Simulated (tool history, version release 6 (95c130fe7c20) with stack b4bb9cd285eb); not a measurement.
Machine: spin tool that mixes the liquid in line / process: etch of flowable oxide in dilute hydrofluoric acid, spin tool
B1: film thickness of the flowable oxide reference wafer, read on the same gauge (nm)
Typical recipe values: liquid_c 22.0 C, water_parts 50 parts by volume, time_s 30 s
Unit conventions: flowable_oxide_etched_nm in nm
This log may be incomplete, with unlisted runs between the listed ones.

Run 1, hour 0.0: usual settings but water_parts 35 parts by volume; B1 149.99. Result: flowable_oxide_etched_nm 16.90 nm.
Run 2, hour 60.1: usual settings but water_parts 35 parts by volume; B1 150.01. Result: flowable_oxide_etched_nm 16.84 nm.
At hour 122.3: thermometer replaced.
Run 3, hour 163.7: usual settings but liquid_c 23.0 C; B1 149.99. Result: flowable_oxide_etched_nm 11.79 nm.
Run 4, hour 240.2: usual settings but liquid_c 23.0 C; B1 149.97. Result: flowable_oxide_etched_nm 11.82 nm.
Run 5, hour 307.7: usual settings; B1 149.98. Result: flowable_oxide_etched_nm 11.04 nm.
Run 6, hour 400.0: usual settings; B1 150.01. Result: flowable_oxide_etched_nm 11.17 nm.
Run 7, hour 460.9: usual settings; B1 150.00. Result: flowable_oxide_etched_nm 11.06 nm.
Run 8, hour 559.7: usual settings; B1 150.02. Result: flowable_oxide_etched_nm 10.92 nm.
Run 9, hour 629.8: usual settings but water_parts 65 parts by volume; B1 149.98. Result: flowable_oxide_etched_nm 8.08 nm.
Run 10, hour 692.5: usual settings but liquid_c 18.0 C; B1 150.01. Result: flowable_oxide_etched_nm 9.04 nm.
Run 11, hour 752.8: usual settings but liquid_c 18.0 C; B1 150.00. Result: flowable_oxide_etched_nm 9.01 nm.
At hour 774.4: gauge calibrated.
Run 12, hour 835.1: usual settings but liquid_c 18.0 C; B1 149.97. Result: flowable_oxide_etched_nm 8.91 nm.
At hour 868.7: hydrofluoric acid flow meter replaced.
Run 13, hour 872.7: usual settings; B1 149.98. Result: flowable_oxide_etched_nm 11.81 nm.
Run 14, hour 932.2: usual settings; B1 149.98. Result: flowable_oxide_etched_nm 11.83 nm.
Run 15, hour 991.2: usual settings but water_parts 70 parts by volume; B1 150.01. Result: flowable_oxide_etched_nm 8.23 nm.
Run 16, hour 1029.1: usual settings but water_parts 40 parts by volume; B1 149.98. Result: flowable_oxide_etched_nm 14.66 nm.
Run 17, hour 1070.6: usual settings but liquid_c 24.5 C, water_parts 30 parts by volume; B1 150.00. Result: flowable_oxide_etched_nm 21.86 nm.
Run 18, hour 1125.9: usual settings but liquid_c 23.0 C; B1 149.99. Result: flowable_oxide_etched_nm 11.96 nm.
Run 19, hour 1214.9: usual settings but liquid_c 20.5 C, water_parts 30 parts by volume, time_s 15 s; B1 150.00. Result: flowable_oxide_etched_nm 9.17 nm.
Run 20, hour 1310.8: usual settings but water_parts 40 parts by volume; B1 150.02. Result: flowable_oxide_etched_nm 14.23 nm.
Run 21, hour 1393.6: usual settings; B1 150.01. Result: flowable_oxide_etched_nm 11.30 nm.
At hour 1424.5: thermometer replaced.
Run 22, hour 1471.2: usual settings but liquid_c 18.0 C, time_s 35 s; B1 150.01. Result: flowable_oxide_etched_nm 10.85 nm.

Predict the results of run 23:
Run 23, hour 1534.6: usual settings but liquid_c 24.5 C, time_s 50 s; B1 ?. Result: flowable_oxide_etched_nm ?.

{"run 23": {"B1": 149.98, "flowable_oxide_etched_nm": 20.26}}
Take away the tool's hidden state, keep the run-to-run variation as it was, and the same run would have given flowable_oxide_etched_nm 21.98 nm.

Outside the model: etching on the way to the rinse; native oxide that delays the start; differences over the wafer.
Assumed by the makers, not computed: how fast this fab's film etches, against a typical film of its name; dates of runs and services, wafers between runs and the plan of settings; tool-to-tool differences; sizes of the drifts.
